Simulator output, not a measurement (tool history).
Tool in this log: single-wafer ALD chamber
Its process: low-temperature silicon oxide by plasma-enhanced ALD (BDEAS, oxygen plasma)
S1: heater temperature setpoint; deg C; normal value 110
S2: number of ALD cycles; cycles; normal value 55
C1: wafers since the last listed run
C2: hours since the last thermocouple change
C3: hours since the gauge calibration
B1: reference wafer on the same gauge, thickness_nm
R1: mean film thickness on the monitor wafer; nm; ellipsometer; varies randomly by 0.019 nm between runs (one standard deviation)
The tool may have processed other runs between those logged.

| run | hour | S1 | S2 | C1 | C2 | C3 | B1 | R1 |
|---|---|---|---|---|---|---|---|---|
| 1 | 0 | 110 | 55 | 0 | 802.9 | 460.5 | 7.696 | 7.638 |
| 2 | 57.8 | 110 | 55 | 395 | 860.7 | 518.3 | 7.692 | 7.627 |
| 3 | 101.1 | 110 | 55 | 296 | 904 | 561.6 | 7.688 | 7.626 |
| 4 | 177.1 | 110 | 55 | 520 | 980 | 637.6 | 7.695 | 7.619 |
| 5 | 218.2 | 110 | 55 | 281 | 1021.1 | 678.7 | 7.687 | 7.595 |
| 6 | 303 | 110 | 55 | 580 | 1105.9 | 763.5 | 7.69 | 7.638 |
| 7 | 346.4 | 106 | 58 | 297 | 1149.3 | 806.9 | 7.694 | 8.084 |
| 8 | 404.7 | 106 | 58 | 399 | 1207.6 | 865.2 | 7.685 | 8.101 |
| 9 | 476.9 | 106 | 58 | 494 | 1279.8 | 937.4 | 7.688 | 8.097 |
| 10 | 523.1 | 117 | 55 | 316 | 1326 | 983.6 | 7.687 | 7.531 |
| 11 | 585.5 | 117 | 55 | 427 | 1388.4 | 1046 | 7.688 | 7.561 |
| 12 | 657.5 | 117 | 55 | 492 | 1460.4 | 1118 | 7.692 | 7.57 |
| 13 | 701.7 | 110 | 63 | 302 | 1504.6 | 1162.2 | 7.69 | 8.764 |
|  | 722.5 | gauge calibrated |
| 14 | 802.4 | 110 | 63 | 689 | 1605.3 | 79.9 | 7.688 | 8.763 |
| 15 | 894 | 110 | 55 | 627 | 1696.9 | 171.5 | 7.697 | 7.604 |
| 16 | 940.3 | 110 | 55 | 316 | 1743.2 | 217.8 | 7.687 | 7.672 |
| 17 | 1017 | 110 | 48 | 525 | 1819.9 | 294.5 | 7.691 | 6.678 |
| 18 | 1084.8 | 110 | 48 | 464 | 1887.7 | 362.3 | 7.688 | 6.685 |
| 19 | 1182.8 | 124 | 55 | 670 | 1985.7 | 460.3 | 7.686 | 7.498 |
| 20 | 1278.2 | 99 | 46 | 653 | 2081.1 | 555.7 | 7.691 | 6.608 |
|  | 1318.6 | thermocouple changed; heater temperature recalibrated |
| 21 | 1329 | 123 | 58 | 293 | 10.4 | 606.5 | 7.69 | 7.851 |
| 22 | 1372.2 | 105 | 49 | 295 | 53.6 | 649.7 | 7.691 | 6.838 |
| 23 | 1433.5 | 105 | 63 | 419 | 114.9 | 711 | 7.688 | 8.765 |
| 24 | 1491.8 | 98 | 55 | 399 | 173.2 | 769.3 | 7.691 | 7.729 |
| 25 | 1591.5 | 110 | 61 | 682 | 272.9 | 869 | 7.689 | 8.441 |
| 26 | 1651.2 | 117 | 55 | 408 | 332.6 | 928.7 | 7.694 | 7.508 |
| 27 | 1757.6 | 106 | 58 | 728 | 439 | 1035.1 | 7.69 | 8.094 |
|  | 1787.7 | gauge calibrated |
| 28 | 1843.2 | 105 | 46 | 586 | 524.6 | 55.5 | 7.691 | 6.401 |
| 29 | 1921.9 | 114 | 55 | 538 | 603.3 | 134.2 | 7.687 | 7.574 |
| 30 | 1968.3 | 114 | 55 | 317 | 649.7 | 180.6 | 7.694 | 7.528 |
| 31 | 2075.7 | 115 | 45 | 735 | 757.1 | 288 | 7.687 | 6.165 |
| 32 | 2154.7 | 99 | 49 | 540 | 836.1 | 367 | 7.69 | 6.894 |
| 33 | 2228.1 | 117 | 55 | 502 | 909.5 | 440.4 | 7.694 | 7.54 |
| 34 | 2327.8 | 106 | 58 | 682 | 1009.2 | 540.1 | 7.692 | 8.058 |
| 35 | 2392.1 | 101 | 59 | 440 | 1073.5 | 604.4 | 7.689 | 8.255 |
| 36 | 2438 | 110 | 55 | 314 | 1119.4 | 650.3 | 7.691 | 7.629 |

For each run, what was the tool's unlogged condition?
gauge reads high (%): 0 across all the runs
H1: wafer temperature above the value expected at the setpoint (K)
| run | H1 |
|---|---|
| 1 | -1.89 |
| 2 | -2.01 |
| 3 | -2.11 |
| 4 | -2.29 |
| 5 | -2.39 |
| 6 | -2.61 |
| 7 | -2.73 |
| 8 | -2.9 |
| 9 | -3.13 |
| 10 | -3.28 |
| 11 | -3.49 |
| 12 | -3.74 |
| 13 | -3.91 |
| 14 | -4.3 |
| 15 | -4.67 |
| 16 | -4.87 |
| 17 | -5.21 |
| 18 | -5.52 |
| 19 | -5.99 |
| 20 | -6.48 |
| 21 | -0.0778 |
| 22 | -0.0812 |
| 23 | -0.0941 |
| 24 | -0.115 |
| 25 | -0.17 |
| 26 | -0.215 |
| 27 | -0.317 |
| 28 | -0.42 |
| 29 | -0.53 |
| 30 | -0.603 |
| 31 | -0.79 |
| 32 | -0.947 |
| 33 | -1.11 |
| 34 | -1.34 |
| 35 | -1.51 |
| 36 | -1.64 |
